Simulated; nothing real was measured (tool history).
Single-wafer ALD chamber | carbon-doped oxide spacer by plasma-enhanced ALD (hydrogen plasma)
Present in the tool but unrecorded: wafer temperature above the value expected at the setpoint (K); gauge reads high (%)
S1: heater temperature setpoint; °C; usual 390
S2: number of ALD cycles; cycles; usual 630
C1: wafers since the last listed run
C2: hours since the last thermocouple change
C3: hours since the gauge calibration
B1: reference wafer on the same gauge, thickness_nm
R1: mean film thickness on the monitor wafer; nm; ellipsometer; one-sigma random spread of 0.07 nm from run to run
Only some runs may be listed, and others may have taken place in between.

Run 1, day 0.000: usual settings but S1 396 °C; C1 0; C2 716.6; C3 114.0; B1 24.129. Result: R1 28.371 nm.
Run 2, day 0.379: usual settings but S1 382 °C; C1 5; C2 725.7; C3 123.1; B1 24.104. Result: R1 28.222 nm.
Run 3, day 0.954: usual settings but S1 382 °C; C1 9; C2 739.5; C3 136.9; B1 24.156. Result: R1 28.293 nm.
Run 4, day 1.421: usual settings; C1 7; C2 750.7; C3 148.1; B1 24.165. Result: R1 28.354 nm.
Run 5, day 2.558: usual settings but S2 545 cycles; C1 17; C2 778.0; C3 175.4; B1 24.199. Result: R1 24.614 nm.
Run 6, day 3.058: usual settings but S2 545 cycles; C1 7; C2 790.0; C3 187.4; B1 24.210. Result: R1 24.561 nm.
Run 7, day 3.367: usual settings but S2 545 cycles; C1 4; C2 797.4; C3 194.8; B1 24.202. Result: R1 24.670 nm.
Run 8, day 3.929: usual settings but S1 383 °C, S2 552 cycles; C1 8; C2 810.9; C3 208.3; B1 24.249. Result: R1 24.896 nm.
Run 9, day 4.483: usual settings but S1 383 °C, S2 552 cycles; C1 8; C2 824.2; C3 221.6; B1 24.207. Result: R1 24.818 nm.
Run 10, day 5.179: usual settings but S1 383 °C, S2 552 cycles; C1 10; C2 840.9; C3 238.3; B1 24.242. Result: R1 24.989 nm.
Run 11, day 5.529: usual settings; C1 5; C2 849.3; C3 246.7; B1 24.232. Result: R1 28.356 nm.
Run 12, day 7.171: usual settings; C1 25; C2 888.7; C3 286.1; B1 24.255. Result: R1 28.378 nm.
At day 7.629: thermocouple changed; heater temperature recalibrated.
Run 13, day 7.838: usual settings but S1 394 °C; C1 5; C2 5.0; C3 302.1; B1 24.263. Result: R1 28.337 nm.
Run 14, day 8.150: usual settings but S1 394 °C; C1 4; C2 12.5; C3 309.6; B1 24.245. Result: R1 28.528 nm.
Run 15, day 8.404: usual settings but S1 394 °C; C1 3; C2 18.6; C3 315.7; B1 24.302. Result: R1 28.299 nm.
Run 16, day 8.788: usual settings; C1 6; C2 27.8; C3 324.9; B1 24.274. Result: R1 28.448 nm.
Run 17, day 9.112: usual settings but S1 384 °C; C1 5; C2 35.6; C3 332.7; B1 24.243. Result: R1 28.367 nm.
Run 18, day 9.400: usual settings but S1 375 °C, S2 562 cycles; C1 4; C2 42.5; C3 339.6; B1 24.272. Result: R1 25.368 nm.
Run 19, day 9.650: usual settings but S1 378 °C, S2 560 cycles; C1 3; C2 48.5; C3 345.6; B1 24.290. Result: R1 25.256 nm.
Run 20, day 10.067: usual settings; C1 6; C2 58.5; C3 355.6; B1 24.312. Result: R1 28.581 nm.
Run 21, day 12.188: usual settings but S1 379 °C, S2 507 cycles; C1 33; C2 109.4; C3 406.5; B1 24.262. Result: R1 22.840 nm.
At day 12.629: gauge calibrated.
Run 22, day 12.646: usual settings but S1 385 °C, S2 685 cycles; C1 7; C2 120.4; C3 0.4; B1 23.894. Result: R1 30.314 nm.
Run 23, day 12.946: usual settings but S2 699 cycles; C1 4; C2 127.6; C3 7.6; B1 23.936. Result: R1 31.090 nm.
Run 24, day 13.317: usual settings but S1 383 °C, S2 675 cycles; C1 5; C2 136.5; C3 16.5; B1 23.961. Result: R1 30.082 nm.
Run 25, day 13.692: usual settings but S1 383 °C, S2 552 cycles; C1 5; C2 145.5; C3 25.5; B1 23.978. Result: R1 24.642 nm.
Run 26, day 14.438: usual settings but S1 380 °C, S2 729 cycles; C1 11; C2 163.4; C3 43.4; B1 23.999. Result: R1 32.543 nm.
Run 27, day 14.767: usual settings but S1 376 °C, S2 733 cycles; C1 5; C2 171.3; C3 51.3; B1 24.036. Result: R1 32.670 nm.
Run 28, day 15.462: usual settings but S1 397 °C; C1 10; C2 188.0; C3 68.0; B1 24.074. Result: R1 28.195 nm.
Run 29, day 15.758: usual settings but S1 379 °C, S2 525 cycles; C1 4; C2 195.1; C3 75.1; B1 24.087. Result: R1 23.607 nm.
Run 30, day 16.412: usual settings; C1 10; C2 210.8; C3 90.8; B1 24.115. Result: R1 28.321 nm.
Run 31, day 16.704: usual settings but S1 385 °C, S2 700 cycles; C1 4; C2 217.8; C3 97.8; B1 24.088. Result: R1 31.370 nm.
Run 32, day 17.046: usual settings but S1 376 °C, S2 560 cycles; C1 5; C2 226.0; C3 106.0; B1 24.129. Result: R1 25.078 nm.

For some of the steps in R1 from one run to the next: how much would appear even if the tool had no hidden state, given the settings, what came in and random variation, and how much remains for the hidden state plus any gauge scatter that the measured result and the result without hidden state don't share?
Run 20 -> 21: S1 390 -> 379, S2 630 -> 507. R1 -5.741 nm: hidden state -0.082, all else -5.659.
Run 21 -> 22: S1 379 -> 385, S2 507 -> 685, gauge calibrated. R1 +7.474 nm: hidden state -0.359, all else +7.833.
Run 25 -> 26: S1 383 -> 380, S2 552 -> 729. R1 +7.901 nm: hidden state +0.083, all else +7.818.
Run 31 -> 32: S1 385 -> 376, S2 700 -> 560. R1 -6.292 nm: hidden state -0.044, all else -6.248.
